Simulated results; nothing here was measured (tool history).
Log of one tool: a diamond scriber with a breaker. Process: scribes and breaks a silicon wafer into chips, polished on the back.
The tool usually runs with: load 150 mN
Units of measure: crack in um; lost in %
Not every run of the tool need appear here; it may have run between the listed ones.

run   hour  load  wafers since the last listed run  hours since the diamond tip was replaced  hours since the load on the tip was calibrated  incoming depth of the damage left on the back of the incoming wafer, um  crack  lost
  1      0   150                                 0                                      17.7                                          1497.2                                                                     0.04   8.06  1.64
  2   34.2   150                               117                                      51.9                                          1531.4                                                                     0.03   8.08  1.74
  3    113   150                               271                                     130.7                                          1610.2                                                                     0.02   7.94  1.69
  4  142.1   150                               100                                     159.8                                          1639.3                                                                     0.04   7.92  1.95
  5  168.1   150                                89                                     185.8                                          1665.3                                                                     0.03   7.93  1.84
  6  184.6   160                                56                                     202.3                                          1681.8                                                                     0.02   8.16  1.61
  7    208   150                                80                                     225.7                                          1705.2                                                                     0.04    7.7  1.95
     218.7  -- load on the tip recalibrated
  8  243.6   182                               115                                     261.3                                            24.9                                                                     0.05   8.37  1.72
     250.7  -- diamond tip replaced by a new one
  9  270.1   118                                84                                      19.4                                            51.4                                                                     0.03   6.98  3.21
 10  292.3   150                                76                                      41.6                                            73.6                                                                     0.02   8.03  1.66
 11  308.7   110                                56                                        58                                              90                                                                     0.03   6.99  3.93
 12  338.1   192                               101                                      87.4                                           119.4                                                                     0.05   9.41  3.25
 13  366.8   179                                98                                     116.1                                           148.1                                                                     0.03   9.04  2.45
 14    398   138                               107                                     147.3                                           179.3                                                                     0.03   7.77  2.11
 15  490.2   135                               317                                     239.5                                           271.5                                                                     0.02    7.4  3.01

3 ways to go on from here, each from the tool as it stands after run 15. What would each give?
  A  490.8   150                                 2                                     240.1                                           272.1                                                                     0.04      ?     ?
  B  490.8   111                                 2                                     240.1                                           272.1                                                                     0.04      ?     ?
  C  490.8   193                                 2                                     240.1                                           272.1                                                                     0.04      ?     ?

run  crack  lost
  A   7.63  2.09
  B    6.5  6.28
  C   8.78  2.38
With the hidden condition removed and each run's random variation left untouched, the same runs would have given:
run  crack  lost
  A    8.1  1.75
  B    6.9  4.18
  C   9.32  3.64
